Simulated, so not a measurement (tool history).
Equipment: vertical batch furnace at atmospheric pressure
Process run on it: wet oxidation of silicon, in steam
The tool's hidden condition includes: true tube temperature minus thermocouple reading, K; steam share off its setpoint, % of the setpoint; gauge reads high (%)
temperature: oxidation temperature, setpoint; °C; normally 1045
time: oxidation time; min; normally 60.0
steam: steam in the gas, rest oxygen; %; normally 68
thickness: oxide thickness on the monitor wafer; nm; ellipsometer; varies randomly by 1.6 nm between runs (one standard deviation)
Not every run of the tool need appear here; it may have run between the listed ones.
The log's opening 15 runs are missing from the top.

run,hour,temperature,time,steam,wafers since the last listed run,hours since the last temperature calibration,hours since the steam generator was serviced,hours since the gauge calibration,"read-back reference wafer on the same gauge, thickness",thickness
16,320.5,1045,60.0,58,147,1944.0,3586.8,278.6,412.56,349.28
17,340.9,1031,81.0,72,210,1964.4,3607.2,299.0,412.36,447.80
# hour 386.0: steam generator serviced
# hour 404.0: thermocouples replaced and temperature profile calibrated
18,404.5,1052,86.5,57,223,0.5,18.5,362.6,412.73,440.21
19,409.6,1056,80.0,63,52,5.6,23.6,367.7,412.82,459.36
20,414.8,1045,60.0,68,53,10.8,28.8,372.9,411.50,376.76
21,434.8,1068,60.0,59,206,30.8,48.8,392.9,411.69,390.12
22,456.9,1060,73.5,74,228,52.9,70.9,415.0,412.22,487.52
23,470.2,1045,70.5,63,137,66.2,84.2,428.3,411.76,396.99
24,496.5,1045,60.0,68,271,92.5,110.5,454.6,412.27,373.28
25,529.7,1045,60.0,78,342,125.7,143.7,487.8,412.14,408.72
# hour 572.9: steam generator serviced, repeated, since the last time left the tool worse
26,573.4,1024,36.0,60,203,169.4,0.5,531.5,411.81,226.96
27,593.0,1045,60.0,68,202,189.0,20.1,551.1,411.88,401.21
28,608.7,1031,72.0,68,162,204.7,35.8,566.8,412.54,412.64
29,629.6,1045,60.0,68,215,225.6,56.7,587.7,412.06,402.30
30,665.5,1029,46.0,72,370,261.5,92.6,623.6,411.76,316.77
31,681.3,1032,60.0,79,163,277.3,108.4,639.4,411.48,409.00
32,710.3,1021,37.5,61,299,306.3,137.4,668.4,412.01,231.82
33,730.2,1028,47.0,76,205,326.2,157.3,688.3,412.10,331.00

Run 34 has not been measured yet. What should we expect?
34,754.4,1038,43.5,68,249,350.4,181.5,712.5,?,?

Run 34 gave read-back reference wafer on the same gauge, thickness 412.25, thickness 314.08 nm.
On a tool with no hidden condition, and with the same random variation, this run would have come out at thickness 314.69 nm.
